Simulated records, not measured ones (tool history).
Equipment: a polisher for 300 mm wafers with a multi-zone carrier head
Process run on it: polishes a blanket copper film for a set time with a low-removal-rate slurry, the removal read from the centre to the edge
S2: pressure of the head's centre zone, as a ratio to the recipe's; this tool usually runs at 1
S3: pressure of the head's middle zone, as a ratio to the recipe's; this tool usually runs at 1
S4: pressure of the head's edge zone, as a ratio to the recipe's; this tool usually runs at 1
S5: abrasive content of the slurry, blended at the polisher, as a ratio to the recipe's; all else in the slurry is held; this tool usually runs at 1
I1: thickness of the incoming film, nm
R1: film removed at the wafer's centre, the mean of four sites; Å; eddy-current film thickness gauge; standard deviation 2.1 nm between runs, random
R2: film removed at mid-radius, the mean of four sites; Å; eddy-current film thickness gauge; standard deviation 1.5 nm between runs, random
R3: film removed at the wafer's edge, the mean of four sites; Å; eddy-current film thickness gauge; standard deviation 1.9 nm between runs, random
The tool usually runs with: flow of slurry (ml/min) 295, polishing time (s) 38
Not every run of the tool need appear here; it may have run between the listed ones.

{"run": 1, "day": 0.0, "flow of slurry (ml/min)": 295, "S2": 1, "S3": 0.93, "S4": 0.94, "S5": 1, "polishing time (s)": 43, "I1": 727.7, "R1": 1798, "R2": 1798, "R3": 1865}
{"day": 0.238, "done": "slurry nozzle cleaned"}
{"run": 2, "day": 1.867, "flow of slurry (ml/min)": 295, "S2": 0.89, "S3": 1, "S4": 1.1, "S5": 1, "polishing time (s)": 33, "I1": 753.4, "R1": 1191, "R2": 1485, "R3": 1520}
{"day": 3.004, "done": "carrier head's membrane replaced by a new one"}
{"run": 3, "day": 5.979, "flow of slurry (ml/min)": 230, "S2": 1, "S3": 1, "S4": 1.12, "S5": 1, "polishing time (s)": 29, "I1": 734.4, "R1": 1134, "R2": 1244, "R3": 1309}
{"day": 7.4, "done": "worn pad replaced by a new one"}
{"day": 7.733, "done": "centre zone pressure recalibrated"}
{"run": 4, "day": 10.233, "flow of slurry (ml/min)": 295, "S2": 1, "S3": 1, "S4": 0.94, "S5": 1, "polishing time (s)": 42, "I1": 748, "R1": 1854, "R2": 1896, "R3": 1820}
{"run": 5, "day": 22.458, "flow of slurry (ml/min)": 295, "S2": 1, "S3": 1, "S4": 1, "S5": 1, "polishing time (s)": 38, "I1": 740.8, "R1": 1647, "R2": 1690, "R3": 1671}
{"run": 6, "day": 24.708, "flow of slurry (ml/min)": 295, "S2": 1, "S3": 1, "S4": 1, "S5": 1, "polishing time (s)": 38, "I1": 742, "R1": 1636, "R2": 1698, "R3": 1641}
{"run": 7, "day": 26.762, "flow of slurry (ml/min)": 245, "S2": 1, "S3": 1, "S4": 1, "S5": 1, "polishing time (s)": 49, "I1": 746.9, "R1": 2033, "R2": 2128, "R3": 2158}
{"day": 27.312, "done": "edge zone pressure recalibrated"}
{"run": 8, "day": 28.412, "flow of slurry (ml/min)": 295, "S2": 1, "S3": 1, "S4": 1, "S5": 1, "polishing time (s)": 38, "I1": 725.4, "R1": 1651, "R2": 1708, "R3": 1684}
{"day": 29.817, "done": "slurry nozzle cleaned"}
{"day": 30.933, "done": "carrier head's membrane replaced by a new one"}
{"run": 9, "day": 31.446, "flow of slurry (ml/min)": 295, "S2": 1, "S3": 1, "S4": 1.11, "S5": 1.2, "polishing time (s)": 38, "I1": 739.5, "R1": 1718, "R2": 1753, "R3": 1822}
{"run": 10, "day": 34.45, "flow of slurry (ml/min)": 235, "S2": 1, "S3": 1, "S4": 1, "S5": 1, "polishing time (s)": 38, "I1": 737.3, "R1": 1583, "R2": 1658, "R3": 1648}
{"day": 37.412, "done": "worn pad replaced by a new one"}
{"run": 11, "day": 42.6, "flow of slurry (ml/min)": 250, "S2": 0.9, "S3": 1, "S4": 1, "S5": 1, "polishing time (s)": 42, "I1": 731.5, "R1": 1534, "R2": 1853, "R3": 1828}
{"run": 12, "day": 45.396, "flow of slurry (ml/min)": 295, "S2": 0.92, "S3": 1.11, "S4": 0.89, "S5": 1, "polishing time (s)": 38, "I1": 744.4, "R1": 1437, "R2": 1870, "R3": 1576}
{"run": 13, "day": 48.746, "flow of slurry (ml/min)": 295, "S2": 1, "S3": 1, "S4": 1.04, "S5": 0.9, "polishing time (s)": 38, "I1": 734.9, "R1": 1527, "R2": 1676, "R3": 1654}
{"run": 14, "day": 50.979, "flow of slurry (ml/min)": 295, "S2": 0.9, "S3": 1, "S4": 1, "S5": 1, "polishing time (s)": 49, "I1": 734.9, "R1": 1749, "R2": 2190, "R3": 2163}
{"run": 15, "day": 52.538, "flow of slurry (ml/min)": 295, "S2": 1, "S3": 1, "S4": 1.04, "S5": 1, "polishing time (s)": 38, "I1": 737.1, "R1": 1514, "R2": 1697, "R3": 1704}
{"day": 56.55, "done": "centre zone pressure recalibrated"}
{"run": 16, "day": 56.838, "flow of slurry (ml/min)": 385, "S2": 1, "S3": 1, "S4": 1.04, "S5": 1, "polishing time (s)": 31, "I1": 739.7, "R1": 1405, "R2": 1409, "R3": 1425}
{"day": 58.425, "done": "slurry nozzle cleaned"}
{"day": 59.392, "done": "edge zone pressure recalibrated"}
{"run": 17, "day": 60.262, "flow of slurry (ml/min)": 295, "S2": 1, "S3": 1, "S4": 0.97, "S5": 1, "polishing time (s)": 32, "I1": 744, "R1": 1423, "R2": 1408, "R3": 1408}
{"run": 18, "day": 63.2, "flow of slurry (ml/min)": 295, "S2": 1, "S3": 1, "S4": 1, "S5": 0.75, "polishing time (s)": 38, "I1": 731.8, "R1": 1619, "R2": 1619, "R3": 1583}
{"day": 64.254, "done": "carrier head's membrane replaced by a new one"}
{"run": 19, "day": 66.392, "flow of slurry (ml/min)": 295, "S2": 1, "S3": 1, "S4": 0.92, "S5": 1, "polishing time (s)": 38, "I1": 733.6, "R1": 1658, "R2": 1683, "R3": 1591}
{"day": 67.567, "done": "worn pad replaced by a new one"}
{"run": 20, "day": 69.75, "flow of slurry (ml/min)": 295, "S2": 1, "S3": 1, "S4": 1, "S5": 1, "polishing time (s)": 38, "I1": 740.8, "R1": 1649, "R2": 1692, "R3": 1678}
{"run": 21, "day": 71.579, "flow of slurry (ml/min)": 295, "S2": 1, "S3": 1, "S4": 1, "S5": 1, "polishing time (s)": 38, "I1": 741.2, "R1": 1669, "R2": 1668, "R3": 1665}

Here are 4 independent what-if runs from the current tool condition. What would each one return?
{"run": "A", "day": 71.596, "flow of slurry (ml/min)": 295, "S2": 1, "S3": 1, "S4": 1, "S5": 1, "polishing time (s)": 38, "I1": 740.2, "R1": "?", "R2": "?", "R3": "?"}
{"run": "B", "day": 71.596, "flow of slurry (ml/min)": 295, "S2": 1, "S3": 0.89, "S4": 1.05, "S5": 1, "polishing time (s)": 49, "I1": 740.2, "R1": "?", "R2": "?", "R3": "?"}
{"run": "C", "day": 71.596, "flow of slurry (ml/min)": 200, "S2": 1, "S3": 1.09, "S4": 1, "S5": 1, "polishing time (s)": 28, "I1": 740.2, "R1": "?", "R2": "?", "R3": "?"}
{"run": "D", "day": 71.596, "flow of slurry (ml/min)": 295, "S2": 1, "S3": 1, "S4": 1.09, "S5": 1, "polishing time (s)": 38, "I1": 740.2, "R1": "?", "R2": "?", "R3": "?"}

run=A R1=1657 R2=1702 R3=1660
run=B R1=2135 R2=1991 R3=2194
run=C R1=1151 R2=1278 R3=1173
run=D R1=1657 R2=1702 R3=1730
Take away the tool's hidden state, keep each run's random variation, and the runs would have read:
run=A R1=1689 R2=1702 R3=1660
run=B R1=2176 R2=1990 R3=2194
run=C R1=1172 R2=1278 R3=1173
run=D R1=1689 R2=1701 R3=1730
